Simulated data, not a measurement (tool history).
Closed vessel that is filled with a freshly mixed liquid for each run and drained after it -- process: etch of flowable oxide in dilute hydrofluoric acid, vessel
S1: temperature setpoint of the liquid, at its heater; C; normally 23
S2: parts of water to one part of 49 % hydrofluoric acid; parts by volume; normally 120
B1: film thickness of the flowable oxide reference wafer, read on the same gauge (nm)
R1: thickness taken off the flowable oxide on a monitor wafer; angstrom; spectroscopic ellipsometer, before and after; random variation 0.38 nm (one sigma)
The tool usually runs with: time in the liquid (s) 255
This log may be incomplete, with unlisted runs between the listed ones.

run 1 hour=0 | S1=20.5 S2=160 time_in_the_liquid_(s)=255 | B1=100 | R1=381.6
run 2 hour=49.3 | S1=20 S2=120 time_in_the_liquid_(s)=255 | B1=100 | R1=522.5
run 3 hour=115.3 | S1=20 S2=120 time_in_the_liquid_(s)=255 | B1=100.01 | R1=517.3
run 4 hour=185 | S1=23 S2=120 time_in_the_liquid_(s)=255 | B1=100.04 | R1=576.1
run 5 hour=214.3 | S1=23 S2=120 time_in_the_liquid_(s)=255 | B1=99.99 | R1=578.2
run 6 hour=281 | S1=23 S2=120 time_in_the_liquid_(s)=255 | B1=100.02 | R1=579.8
run 7 hour=338.8 | S1=23 S2=120 time_in_the_liquid_(s)=255 | B1=99.95 | R1=570.4
-- hour=357.8 hydrofluoric acid flow meter replaced
run 8 hour=368.7 | S1=23 S2=120 time_in_the_liquid_(s)=255 | B1=99.96 | R1=599.1
run 9 hour=430 | S1=24.5 S2=120 time_in_the_liquid_(s)=255 | B1=100.01 | R1=636
run 10 hour=477.7 | S1=23 S2=120 time_in_the_liquid_(s)=255 | B1=99.98 | R1=594.1
run 11 hour=508.8 | S1=23 S2=120 time_in_the_liquid_(s)=255 | B1=99.97 | R1=592.1
run 12 hour=576.2 | S1=23 S2=120 time_in_the_liquid_(s)=255 | B1=99.94 | R1=587.3
run 13 hour=757.2 | S1=26.5 S2=140 time_in_the_liquid_(s)=200 | B1=100 | R1=431.7
-- hour=855.2 gauge calibrated
-- hour=856.7 hydrofluoric acid flow meter replaced
run 14 hour=960.9 | S1=20.5 S2=145 time_in_the_liquid_(s)=170 | B1=99.97 | R1=292.9
-- hour=980 thermometer replaced
run 15 hour=1007.7 | S1=23 S2=120 time_in_the_liquid_(s)=255 | B1=100 | R1=566.8
run 16 hour=1058.1 | S1=23 S2=120 time_in_the_liquid_(s)=255 | B1=100 | R1=565.6
run 17 hour=1118.8 | S1=23 S2=120 time_in_the_liquid_(s)=255 | B1=100.01 | R1=552
run 18 hour=1175 | S1=27 S2=120 time_in_the_liquid_(s)=255 | B1=99.96 | R1=642.3
run 19 hour=1231 | S1=28 S2=170 time_in_the_liquid_(s)=175 | B1=99.96 | R1=304.3
run 20 hour=1346.2 | S1=26.5 S2=90 time_in_the_liquid_(s)=355 | B1=100.01 | R1=1206.4
run 21 hour=1378.7 | S1=27.5 S2=120 time_in_the_liquid_(s)=255 | B1=99.98 | R1=649.2
run 22 hour=1418.9 | S1=25 S2=120 time_in_the_liquid_(s)=125 | B1=99.95 | R1=287.7
-- hour=1446.6 hydrofluoric acid flow meter replaced
run 23 hour=1471.4 | S1=23 S2=120 time_in_the_liquid_(s)=255 | B1=100.02 | R1=571.2
run 24 hour=1503.8 | S1=21 S2=120 time_in_the_liquid_(s)=255 | B1=100.03 | R1=531.4
run 25 hour=1532.1 | S1=23 S2=140 time_in_the_liquid_(s)=370 | B1=100 | R1=700.5
run 26 hour=1633.7 | S1=20 S2=120 time_in_the_liquid_(s)=255 | B1=100.02 | R1=497.5
run 27 hour=1672.2 | S1=27 S2=155 time_in_the_liquid_(s)=255 | B1=99.97 | R1=491.6
run 28 hour=1740.2 | S1=21 S2=155 time_in_the_liquid_(s)=170 | B1=99.98 | R1=259.6
run 29 hour=1785.5 | S1=23 S2=120 time_in_the_liquid_(s)=125 | B1=100 | R1=276
run 30 hour=1850.1 | S1=19 S2=150 time_in_the_liquid_(s)=255 | B1=100.04 | R1=368.2
-- hour=1884.8 hydrofluoric acid flow meter replaced
run 31 hour=1916.1 | S1=25 S2=120 time_in_the_liquid_(s)=255 | B1=100.02 | R1=623
run 32 hour=1964.9 | S1=20.5 S2=120 time_in_the_liquid_(s)=255 | B1=99.97 | R1=525.2

Branching from run 32: 5 alternative next runs. What would each branch give?
run A hour=1965.6 | S1=23 S2=120 time_in_the_liquid_(s)=255 | B1=? | R1=?
run B hour=1965.6 | S1=23 S2=140 time_in_the_liquid_(s)=325 | B1=? | R1=?
run C hour=1965.6 | S1=23 S2=120 time_in_the_liquid_(s)=110 | B1=? | R1=?
run D hour=1965.6 | S1=23 S2=120 time_in_the_liquid_(s)=330 | B1=? | R1=?
run E hour=1965.6 | S1=23 S2=165 time_in_the_liquid_(s)=370 | B1=? | R1=?

run=A B1=100.02 R1=579
run=B B1=100.02 R1=617.8
run=C B1=100.02 R1=249.8
run=D B1=100.02 R1=749.3
run=E B1=100.02 R1=580.1
Without the tool's hidden state the same runs would have given:
run=A R1=572.2
run=B R1=610.9
run=C R1=246.8
run=D R1=740.5
run=E R1=574
